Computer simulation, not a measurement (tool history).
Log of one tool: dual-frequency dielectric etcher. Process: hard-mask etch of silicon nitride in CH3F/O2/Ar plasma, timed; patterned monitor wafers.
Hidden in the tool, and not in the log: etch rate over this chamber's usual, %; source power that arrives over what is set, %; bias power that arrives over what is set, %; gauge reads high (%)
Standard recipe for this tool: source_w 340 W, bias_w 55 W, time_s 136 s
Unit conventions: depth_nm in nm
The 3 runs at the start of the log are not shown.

| run | hour | source_w | bias_w | time_s | wafers since the last listed run | hours since the last wet clean | hours since the last source power generator calibration | hours since the last bias power generator calibration | hours since the last upper electrode change | hours since the gauge calibration | read-back reference wafer on the same gauge, depth_nm | depth_nm |
|---|---|---|---|---|---|---|---|---|---|---|---|---|
| 4 | 51.4 | 340 | 50 | 117 | 197 | 53.4 | 4488.6 | 3016 | 5714.5 | 560.2 | 96.9 | 68.5 |
| 5 | 82 | 340 | 55 | 136 | 345 | 84 | 4519.2 | 3046.6 | 5745.1 | 590.8 | 96.9 | 83.3 |
| 6 | 117.6 | 340 | 55 | 136 | 402 | 119.6 | 4554.8 | 3082.2 | 5780.7 | 626.4 | 96.9 | 83.4 |
| 7 | 137.1 | 340 | 55 | 136 | 220 | 139.1 | 4574.3 | 3101.7 | 5800.2 | 645.9 | 96.9 | 83.2 |
|  | 167.6 | upper electrode replaced |
| 8 | 168.1 | 340 | 55 | 136 | 79 | 170.1 | 4605.3 | 3132.7 | 0.5 | 676.9 | 96.9 | 83.4 |
| 9 | 187.3 | 340 | 55 | 136 | 216 | 189.3 | 4624.5 | 3151.9 | 19.7 | 696.1 | 97 | 84.1 |
| 10 | 200.1 | 340 | 55 | 136 | 144 | 202.1 | 4637.3 | 3164.7 | 32.5 | 708.9 | 96.8 | 83.9 |
| 11 | 227.2 | 340 | 55 | 136 | 306 | 229.2 | 4664.4 | 3191.8 | 59.6 | 736 | 96.9 | 84.6 |
| 12 | 239.9 | 340 | 55 | 136 | 143 | 241.9 | 4677.1 | 3204.5 | 72.3 | 748.7 | 97 | 83.9 |
| 13 | 275.8 | 380 | 55 | 136 | 405 | 277.8 | 4713 | 3240.4 | 108.2 | 784.6 | 97 | 88.5 |
| 14 | 374.1 | 340 | 44 | 157.5 | 1110 | 376.1 | 4811.3 | 3338.7 | 206.5 | 882.9 | 96.9 | 89.4 |
|  | 410.1 | wet clean of the chamber |
| 15 | 410.6 | 340 | 55 | 136 | 141 | 0.5 | 4847.8 | 3375.2 | 243 | 919.4 | 96.9 | 82.1 |
| 16 | 419.8 | 260 | 41 | 136 | 103 | 9.7 | 4857 | 3384.4 | 252.2 | 928.6 | 96.9 | 64.9 |
|  | 419.9 | gauge calibrated |
|  | 438.7 | source power generator calibrated |
| 17 | 445.9 | 340 | 44 | 136 | 249 | 35.8 | 7.2 | 3410.5 | 278.3 | 26 | 97 | 75.5 |
| 18 | 471.7 | 300 | 47 | 122.5 | 291 | 61.6 | 33 | 3436.3 | 304.1 | 51.8 | 96.8 | 66.2 |
| 19 | 502.6 | 390 | 44 | 103 | 349 | 92.5 | 63.9 | 3467.2 | 335 | 82.7 | 96.9 | 60.8 |
| 20 | 515.5 | 320 | 59 | 120.5 | 145 | 105.4 | 76.8 | 3480.1 | 347.9 | 95.6 | 96.8 | 73.5 |
|  | 536.4 | bias power generator calibrated |
| 21 | 538.7 | 420 | 55 | 170 | 216 | 128.6 | 100 | 2.3 | 371.1 | 118.8 | 96.9 | 114 |
| 22 | 572.6 | 280 | 50 | 95 | 383 | 162.5 | 133.9 | 36.2 | 405 | 152.7 | 97 | 51.1 |
| 23 | 589.1 | 340 | 55 | 136 | 186 | 179 | 150.4 | 52.7 | 421.5 | 169.2 | 97 | 83.4 |
| 24 | 620.1 | 310 | 55 | 107.5 | 350 | 210 | 181.4 | 83.7 | 452.5 | 200.2 | 96.8 | 63.2 |

For run 25, what comes out?
| 25 | 642.3 | 340 | 55 | 136 | 250 | 232.2 | 203.6 | 105.9 | 474.7 | 222.4 | ? | ? |

{"run 25": {"read-back reference wafer on the same gauge, depth_nm": 96.9, "depth_nm": 83.3}}
With no hidden state in the tool, this same run would have given depth_nm 82.4 nm.
